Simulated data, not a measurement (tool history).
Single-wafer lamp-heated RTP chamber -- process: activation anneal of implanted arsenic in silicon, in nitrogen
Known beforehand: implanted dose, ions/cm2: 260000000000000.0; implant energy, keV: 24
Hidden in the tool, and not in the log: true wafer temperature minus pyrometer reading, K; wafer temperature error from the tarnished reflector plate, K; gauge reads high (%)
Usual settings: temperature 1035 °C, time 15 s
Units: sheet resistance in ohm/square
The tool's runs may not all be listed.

run,day,temperature,time,wafers since the last listed run,wafers since the last pyrometer calibration,wafers since the reflector plate was cleaned,hours since the gauge calibration,"read-back reference wafer on the same gauge, sheet resistance",sheet resistance
1,0,1023,15,0,8182,11756,55.5,391.07,329.48
2,0.533,1023,15,160,8343,11916,68.3,391.05,327.93
3,1.05,1035,15,155,8499,12072,80.7,391.13,326.86
4,1.596,1035,15,164,8663,12236,93.8,390.87,326.83
# day 2.254: pyrometer window cleaned and pyrometer calibrated
5,2.275,1035,15,104,6,12340,110.1,391.05,327.62
# day 2.912: reflector plate cleaned
6,2.933,1035,15,97,104,6,125.9,391.13,326.47
7,3.367,1035,15,130,234,136,136.3,390.99,326.24
8,3.938,1035,23,171,406,308,150,391.13,324.97
9,4.471,1035,18,160,567,469,162.8,391.02,326.22
# day 4.754: gauge calibrated
10,5.133,1017,8,199,766,669,9.1,391.05,330.3
11,5.538,1035,8,121,888,790,18.8,390.97,329.98
12,5.896,1017,12,107,996,898,27.4,391.11,329.62
13,6.392,1035,15,149,1145,1048,39.3,390.95,327.12

Forecast run 14:
14,6.671,1048,7,84,1229,1132,46,?,?

{"run 14": {"read-back reference wafer on the same gauge, sheet resistance": 390.97, "sheet resistance": 330.14}}
Minus the tool's unlogged condition, the same run would have read sheet resistance 330.14 ohm/square.
